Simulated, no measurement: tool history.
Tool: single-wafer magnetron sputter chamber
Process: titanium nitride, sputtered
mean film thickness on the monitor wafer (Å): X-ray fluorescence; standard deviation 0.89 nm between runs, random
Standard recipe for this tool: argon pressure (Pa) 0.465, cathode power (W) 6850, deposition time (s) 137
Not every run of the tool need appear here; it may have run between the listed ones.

run	hour	argon pressure (Pa)	cathode power (W)	deposition time (s)	wafers since the last listed run	wafers on the sputter target	hours since the last manometer calibration	hours since the magnet pack was replaced	hours since the gauge calibration	read-back reference wafer on the same gauge, thickness_nm	mean film thickness on the monitor wafer (Å)
1	0	0.465	6850	137	0	1186	2206	7749.6	368.9	180.131	1546.54
2	98.2	0.465	6850	137	880	2067	2304.2	7847.8	467.1	180.511	1520.53
3	153.9	0.465	6850	137	499	2566	2359.9	7903.5	522.8	180.268	1522.79
4	193.1	0.559	6850	115	351	2918	2399.1	7942.7	562	179.927	1215.22
5	284.4	0.392	6850	137	818	3737	2490.4	8034	653.3	180.189	1538.22
6	358	0.465	6850	126	660	4397	2564	8107.6	726.9	179.589	1377.25
7	431.9	0.347	6850	137	662	5059	2637.9	8181.5	800.8	180.052	1554.64
# hour 446.8: magnet pack replaced
8	473.1	0.347	6850	137	297	5357	2679.1	26.3	842	179.866	1557.27

The next listed run, before its measurement:
# hour 527.1: gauge calibrated
9	565.1	0.465	8200	137	825	6182	2771.1	118.3	38	?	?

{"run 9": {"read-back reference wafer on the same gauge, thickness_nm": 180.482, "mean film thickness on the monitor wafer (Å)": 1753.13}}
Take away the tool's hidden state, keep the run-to-run variation as it was, and the same run would have given mean film thickness on the monitor wafer (Å) 1866.42.
